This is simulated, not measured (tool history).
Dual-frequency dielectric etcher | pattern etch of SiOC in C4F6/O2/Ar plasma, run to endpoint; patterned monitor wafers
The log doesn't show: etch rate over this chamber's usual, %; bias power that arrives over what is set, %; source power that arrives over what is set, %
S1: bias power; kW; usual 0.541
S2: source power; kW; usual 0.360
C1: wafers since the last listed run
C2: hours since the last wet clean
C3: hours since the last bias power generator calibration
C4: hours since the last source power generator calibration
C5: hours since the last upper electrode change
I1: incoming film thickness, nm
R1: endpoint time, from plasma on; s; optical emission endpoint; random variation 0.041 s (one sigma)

| run | hour | S1 | S2 | C1 | C2 | C3 | C4 | C5 | I1 | R1 |
|---|---|---|---|---|---|---|---|---|---|---|
| 1 | 0.0 | 0.541 | 0.360 | 0 | 123.8 | 2057.5 | 1008.4 | 4086.0 | 36.08 | 12.2 |
| 2 | 59.8 | 0.541 | 0.360 | 901 | 183.6 | 2117.3 | 1068.2 | 4145.8 | 35.84 | 12.1 |
| 3 | 119.7 | 0.541 | 0.360 | 902 | 243.5 | 2177.2 | 1128.1 | 4205.7 | 36.11 | 12.2 |
| 4 | 166.9 | 0.541 | 0.380 | 711 | 290.7 | 2224.4 | 1175.3 | 4252.9 | 35.97 | 12.0 |
| 5 | 236.2 | 0.541 | 0.380 | 1044 | 360.0 | 2293.7 | 1244.6 | 4322.2 | 35.78 | 12.0 |
| 6 | 296.6 | 0.541 | 0.360 | 910 | 420.4 | 2354.1 | 1305.0 | 4382.6 | 35.90 | 12.2 |
| 7 | 321.3 | 0.541 | 0.360 | 372 | 445.1 | 2378.8 | 1329.7 | 4407.3 | 36.20 | 12.2 |
| 8 | 351.6 | 0.451 | 0.360 | 456 | 475.4 | 2409.1 | 1360.0 | 4437.6 | 36.31 | 12.9 |
|  | 401.4 | upper electrode replaced, of another model than before |
| 9 | 404.8 | 0.541 | 0.360 | 440 | 528.6 | 2462.3 | 1413.2 | 3.4 | 36.22 | 12.2 |
| 10 | 436.4 | 0.541 | 0.360 | 476 | 560.2 | 2493.9 | 1444.8 | 35.0 | 36.03 | 12.1 |
| 11 | 469.7 | 0.541 | 0.390 | 501 | 593.5 | 2527.2 | 1478.1 | 68.3 | 36.05 | 11.8 |
|  | 494.1 | wet clean of the chamber |
| 12 | 509.1 | 0.541 | 0.360 | 232 | 15.0 | 2566.6 | 1517.5 | 107.7 | 36.07 | 12.1 |
| 13 | 544.6 | 0.541 | 0.360 | 535 | 50.5 | 2602.1 | 1553.0 | 143.2 | 36.09 | 12.1 |
| 14 | 600.4 | 0.541 | 0.360 | 840 | 106.3 | 2657.9 | 1608.8 | 199.0 | 36.69 | 12.4 |
| 15 | 637.8 | 0.577 | 0.360 | 563 | 143.7 | 2695.3 | 1646.2 | 236.4 | 36.25 | 11.8 |
| 16 | 675.9 | 0.541 | 0.360 | 574 | 181.8 | 2733.4 | 1684.3 | 274.5 | 36.52 | 12.2 |
| 17 | 743.6 | 0.577 | 0.430 | 1020 | 249.5 | 2801.1 | 1752.0 | 342.2 | 36.40 | 11.2 |
| 18 | 777.7 | 0.658 | 0.320 | 513 | 283.6 | 2835.2 | 1786.1 | 376.3 | 36.05 | 11.6 |
| 19 | 828.5 | 0.590 | 0.360 | 765 | 334.4 | 2886.0 | 1836.9 | 427.1 | 36.14 | 11.7 |
| 20 | 899.8 | 0.424 | 0.410 | 1074 | 405.7 | 2957.3 | 1908.2 | 498.4 | 36.04 | 12.7 |
|  | 924.7 | bias power generator calibrated |
| 21 | 953.8 | 0.614 | 0.360 | 753 | 459.7 | 29.1 | 1962.2 | 552.4 | 36.29 | 11.8 |
|  | 1005.3 | wet clean of the chamber |
| 22 | 1005.8 | 0.541 | 0.330 | 421 | 0.5 | 81.1 | 2014.2 | 604.4 | 35.86 | 12.6 |
| 23 | 1037.9 | 0.651 | 0.400 | 483 | 32.6 | 113.2 | 2046.3 | 636.5 | 35.99 | 11.0 |
| 24 | 1080.6 | 0.541 | 0.410 | 643 | 75.3 | 155.9 | 2089.0 | 679.2 | 36.24 | 11.8 |
|  | 1114.3 | source power generator calibrated |
| 25 | 1114.8 | 0.466 | 0.310 | 455 | 109.5 | 190.1 | 0.5 | 713.4 | 36.12 | 13.7 |
| 26 | 1147.1 | 0.541 | 0.360 | 486 | 141.8 | 222.4 | 32.8 | 745.7 | 35.98 | 12.3 |
| 27 | 1199.5 | 0.541 | 0.380 | 789 | 194.2 | 274.8 | 85.2 | 798.1 | 36.36 | 12.1 |
| 28 | 1238.0 | 0.480 | 0.360 | 580 | 232.7 | 313.3 | 123.7 | 836.6 | 36.51 | 12.9 |
| 29 | 1290.3 | 0.541 | 0.360 | 788 | 285.0 | 365.6 | 176.0 | 888.9 | 36.05 | 12.3 |
| 30 | 1337.9 | 0.541 | 0.360 | 717 | 332.6 | 413.2 | 223.6 | 936.5 | 36.34 | 12.3 |
| 31 | 1386.5 | 0.600 | 0.360 | 732 | 381.2 | 461.8 | 272.2 | 985.1 | 36.26 | 11.9 |
| 32 | 1426.6 | 0.541 | 0.360 | 604 | 421.3 | 501.9 | 312.3 | 1025.2 | 36.34 | 12.2 |
| 33 | 1456.1 | 0.495 | 0.390 | 444 | 450.8 | 531.4 | 341.8 | 1054.7 | 36.19 | 12.4 |
| 34 | 1500.6 | 0.610 | 0.270 | 670 | 495.3 | 575.9 | 386.3 | 1099.2 | 36.63 | 13.0 |
| 35 | 1554.0 | 0.493 | 0.300 | 804 | 548.7 | 629.3 | 439.7 | 1152.6 | 36.23 | 13.5 |
|  | 1634.2 | wet clean of the chamber |
| 36 | 1634.7 | 0.541 | 0.360 | 854 | 0.5 | 710.0 | 520.4 | 1233.3 | 36.29 | 12.3 |

What the log doesn't show, run by run:
etch rate over this chamber's usual, %: 0 in every run
source power that arrives over what is set, %: 0 in every run
H1: bias power that arrives over what is set, %
| run | H1 |
|---|---|
| 1 | 5 |
| 2 | 5.04 |
| 3 | 5.07 |
| 4 | 5.09 |
| 5 | 5.12 |
| 6 | 5.14 |
| 7 | 5.15 |
| 8 | 5.17 |
| 9 | 5.19 |
| 10 | 5.2 |
| 11 | 5.21 |
| 12 | 5.22 |
| 13 | 5.23 |
| 14 | 5.25 |
| 15 | 5.26 |
| 16 | 5.27 |
| 17 | 5.28 |
| 18 | 5.29 |
| 19 | 5.3 |
| 20 | 5.32 |
| 21 | 0.561 |
| 22 | 0.857 |
| 23 | 1.03 |
| 24 | 1.25 |
| 25 | 1.42 |
| 26 | 1.58 |
| 27 | 1.82 |
| 28 | 1.98 |
| 29 | 2.2 |
| 30 | 2.38 |
| 31 | 2.56 |
| 32 | 2.7 |
| 33 | 2.8 |
| 34 | 2.94 |
| 35 | 3.1 |
| 36 | 3.33 |
